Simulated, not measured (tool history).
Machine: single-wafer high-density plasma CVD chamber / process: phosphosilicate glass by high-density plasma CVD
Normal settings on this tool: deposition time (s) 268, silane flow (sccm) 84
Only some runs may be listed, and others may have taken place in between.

| run | hour | deposition time (s) | silane flow (sccm) | read-back reference wafer on the same gauge, thickness_nm | mean film thickness on the monitor wafer (angstrom) |
|---|---|---|---|---|---|
| 1 | 0 | 251 | 84 | 2559.955 | 23678.65 |
| 2 | 32.1 | 251 | 84 | 2560.11 | 23737.06 |
| 3 | 58.1 | 251 | 84 | 2560.07 | 23701.45 |
| 4 | 84.1 | 268 | 84 | 2560.321 | 25397.03 |
| 5 | 116.7 | 268 | 84 | 2560.068 | 25286.97 |
| 6 | 151.9 | 268 | 84 | 2560.392 | 25321.51 |
| 7 | 184.2 | 268 | 84 | 2560.46 | 25355.49 |
| 8 | 203.8 | 268 | 84 | 2560.637 | 25321.28 |
| 9 | 235 | 268 | 84 | 2558.952 | 25271.8 |
| 10 | 270.9 | 268 | 84 | 2559.588 | 25272.68 |
| 11 | 285.1 | 232 | 84 | 2560.731 | 21932.79 |
| 12 | 299.6 | 268 | 84 | 2557.542 | 25351.16 |
| 13 | 329.1 | 268 | 84 | 2559.53 | 25359.12 |
| 14 | 363.6 | 268 | 84 | 2560.182 | 25320.34 |
| 15 | 380.9 | 268 | 84 | 2560.264 | 25433.56 |
| 16 | 413.3 | 268 | 84 | 2561.299 | 25364.51 |
| 17 | 446 | 223 | 76 | 2560.017 | 19680.7 |
|  | 463.6 | silane flow controller replaced |
|  | 471.9 | gauge calibrated |
| 18 | 476.1 | 304 | 79 | 2558.773 | 26407.37 |
| 19 | 491 | 235 | 84 | 2560.449 | 21367.56 |
| 20 | 526.7 | 285 | 97 | 2560.475 | 28721.98 |
| 21 | 550.4 | 268 | 93 | 2560.545 | 26256.28 |
| 22 | 586.1 | 298 | 72 | 2560.11 | 24443.86 |
| 23 | 616.6 | 294 | 79 | 2560.547 | 25621.5 |
| 24 | 632.2 | 302 | 69 | 2559.586 | 24218.67 |
| 25 | 649.1 | 268 | 84 | 2558.329 | 24507.75 |
| 26 | 662.4 | 220 | 84 | 2559.864 | 20132.69 |
| 27 | 693.3 | 268 | 100 | 2559.225 | 27705.31 |
| 28 | 720.2 | 304 | 79 | 2561.089 | 26621.67 |
| 29 | 735.7 | 235 | 70 | 2559.84 | 18981.45 |
| 30 | 770.5 | 268 | 68 | 2560.282 | 21352.81 |
| 31 | 788.1 | 268 | 84 | 2559.114 | 24538.42 |
| 32 | 879.7 | 268 | 98 | 2558.762 | 27517.53 |

Each run again, without the hidden state but with its own random variation kept:
The hidden state here: delivered silane flow above the setpoint (%); gauge reads high (%).
| run | mean film thickness on the monitor wafer (angstrom) |
|---|---|
| 1 | 22850.8 |
| 2 | 22905.29 |
| 3 | 22869.45 |
| 4 | 24503.96 |
| 5 | 24395.87 |
| 6 | 24427.21 |
| 7 | 24458.2 |
| 8 | 24424.14 |
| 9 | 24374.77 |
| 10 | 24373.76 |
| 11 | 21152.05 |
| 12 | 24448.01 |
| 13 | 24454.24 |
| 14 | 24415.19 |
| 15 | 24523.56 |
| 16 | 24455.48 |
| 17 | 18974.24 |
| 18 | 26531.19 |
| 19 | 21456.72 |
| 20 | 28807.05 |
| 21 | 26313.48 |
| 22 | 24468.98 |
| 23 | 25623.35 |
| 24 | 24208.82 |
| 25 | 24485.24 |
| 26 | 20106.19 |
| 27 | 27643.73 |
| 28 | 26541.99 |
| 29 | 18916.36 |
| 30 | 21259.14 |
| 31 | 24419.16 |
| 32 | 27319 |

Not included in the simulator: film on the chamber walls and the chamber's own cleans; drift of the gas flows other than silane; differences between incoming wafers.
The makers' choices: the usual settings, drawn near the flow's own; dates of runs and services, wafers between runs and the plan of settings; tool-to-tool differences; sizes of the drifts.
